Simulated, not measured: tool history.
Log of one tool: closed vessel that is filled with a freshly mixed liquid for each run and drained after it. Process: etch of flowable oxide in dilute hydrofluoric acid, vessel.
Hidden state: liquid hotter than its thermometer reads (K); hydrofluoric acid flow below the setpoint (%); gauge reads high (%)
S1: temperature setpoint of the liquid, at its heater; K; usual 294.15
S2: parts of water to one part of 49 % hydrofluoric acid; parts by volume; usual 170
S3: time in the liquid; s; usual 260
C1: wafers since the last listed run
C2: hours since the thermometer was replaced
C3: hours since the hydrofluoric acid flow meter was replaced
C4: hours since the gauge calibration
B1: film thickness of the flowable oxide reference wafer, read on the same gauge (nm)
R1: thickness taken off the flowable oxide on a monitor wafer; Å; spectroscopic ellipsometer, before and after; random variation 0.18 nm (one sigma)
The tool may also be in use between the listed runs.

run   hour      S1   S2   S3    C1     C2      C3     C4     B1      R1
  1    0.0  294.15  170  260     0  104.4  1433.7  298.5  29.96   521.6
  2   40.8  294.15  170  260  3900  145.2  1474.5  339.3  29.99   523.0
  3   84.8  294.15  170  260  4206  189.2  1518.5  383.3  29.93   524.4
  4  138.6  294.15  170  260  5143  243.0  1572.3  437.1  29.97   522.2
  5  182.4  294.15  170  260  4187  286.8  1616.1  480.9  30.02   522.6
  6  225.9  294.15  170  260  4158  330.3  1659.6  524.4  30.06   525.9
  7  296.8  294.15  170  260  6778  401.2  1730.5  595.3  30.00   522.8
  8  332.4  294.15  170  260  3403  436.8  1766.1  630.9  29.97   523.3
  9  398.5  294.15  170  260  6319  502.9  1832.2  697.0  30.01   524.9
 10  422.7  294.15  170  260  2313  527.1  1856.4  721.2  29.99   521.9
 11  488.4  292.65  170  305  6280  592.8  1922.1  786.9  29.99   579.2
 12  514.7  294.15   95  345  2514  619.1  1948.4  813.2  30.00  1347.2
 13  550.9  291.65  135  390  3460  655.3  1984.6  849.4  29.98   921.7
 14  616.3  299.15  170  365  6252  720.7  2050.0  914.8  29.99   888.7
     648.6  -- gauge calibrated
     661.3  -- hydrofluoric acid flow meter replaced
 15  664.6  295.65  170  260  4521  769.0     3.3   16.0  29.99   555.1
 16  716.1  291.65  250  260  4923  820.5    54.8   67.5  29.95   297.7

Forecast run 17:
 17  779.1  291.65  115  340  6022  883.5  117.8  130.5   ?   ?

{"run 17": {"B1": 29.96, "R1": 972.2}}
Without the tool's hidden state the same run would have given R1 972.2 Å.

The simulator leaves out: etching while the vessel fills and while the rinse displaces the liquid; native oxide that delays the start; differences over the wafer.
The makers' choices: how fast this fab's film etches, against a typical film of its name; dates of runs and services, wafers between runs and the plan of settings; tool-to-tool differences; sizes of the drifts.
